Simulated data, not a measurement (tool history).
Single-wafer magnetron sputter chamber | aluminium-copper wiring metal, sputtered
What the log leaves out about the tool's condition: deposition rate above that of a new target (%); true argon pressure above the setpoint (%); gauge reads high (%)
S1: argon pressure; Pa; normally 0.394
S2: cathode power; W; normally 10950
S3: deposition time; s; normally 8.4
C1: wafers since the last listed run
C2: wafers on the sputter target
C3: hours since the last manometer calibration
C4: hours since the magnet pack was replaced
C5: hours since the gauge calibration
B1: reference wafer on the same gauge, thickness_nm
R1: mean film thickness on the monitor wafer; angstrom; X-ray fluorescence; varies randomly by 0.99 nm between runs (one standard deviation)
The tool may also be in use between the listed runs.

Run 1, hour 0: usual settings but S2 10350 W; C1 0; C2 3070; C3 3079.2; C4 5153.6; C5 156.8; B1 196.835. Result: R1 1681.69 angstrom.
Run 2, hour 9: usual settings but S2 10350 W; C1 228; C2 3298; C3 3088.2; C4 5162.6; C5 165.8; B1 197.441. Result: R1 1703.7 angstrom.
Run 3, hour 61.1: usual settings; C1 1321; C2 4620; C3 3140.3; C4 5214.7; C5 217.9; B1 197.107. Result: R1 1794.32 angstrom.
Run 4, hour 72.7: usual settings; C1 294; C2 4914; C3 3151.9; C4 5226.3; C5 229.5; B1 197.083. Result: R1 1782.93 angstrom.
Run 5, hour 87.4: usual settings; C1 372; C2 5287; C3 3166.6; C4 5241; C5 244.2; B1 197.366. Result: R1 1790.62 angstrom.
At hour 103.3: sputter target and shields replaced.
Run 6, hour 103.8: usual settings but S1 0.282 Pa; C1 213; C2 11; C3 3183; C4 5257.4; C5 260.6; B1 197.216. Result: R1 1856.98 angstrom.
At hour 108.3: gauge calibrated.
Run 7, hour 113.2: usual settings but S1 0.282 Pa; C1 238; C2 250; C3 3192.4; C4 5266.8; C5 4.9; B1 197.029. Result: R1 1858.13 angstrom.
At hour 126.2: capacitance manometer re-zeroed and calibrated.
Run 8, hour 128.3: usual settings but S1 0.282 Pa; C1 180; C2 430; C3 2.1; C4 5281.9; C5 20; B1 196.951. Result: R1 1859.71 angstrom.
Run 9, hour 143.6: usual settings; C1 388; C2 818; C3 17.4; C4 5297.2; C5 35.3; B1 196.995. Result: R1 1792.05 angstrom.
Run 10, hour 154.4: usual settings; C1 273; C2 1092; C3 28.2; C4 5308; C5 46.1; B1 197.305. Result: R1 1799.17 angstrom.
Run 11, hour 171.6: usual settings but S1 0.489 Pa, S2 8750 W, S3 6.86 s; C1 436; C2 1528; C3 45.4; C4 5325.2; C5 63.3; B1 196.808. Result: R1 1132.98 angstrom.
At hour 204.8: magnet pack replaced.
Run 12, hour 223.4: usual settings but S2 9750 W, S3 6.74 s; C1 1111; C2 2639; C3 97.2; C4 18.6; C5 115.1; B1 197.389. Result: R1 1286.15 angstrom.

For run 13, what comes out?
Run 13, hour 277: usual settings but S2 10200 W; C1 1359; C2 3999; C3 150.8; C4 72.2; C5 168.7; B1 ?. Result: R1 ?.

For run 13 the tool returned B1 197.009, R1 1672.55 angstrom.
Had the tool carried no hidden state, the very same run would have given R1 1672.55 angstrom.
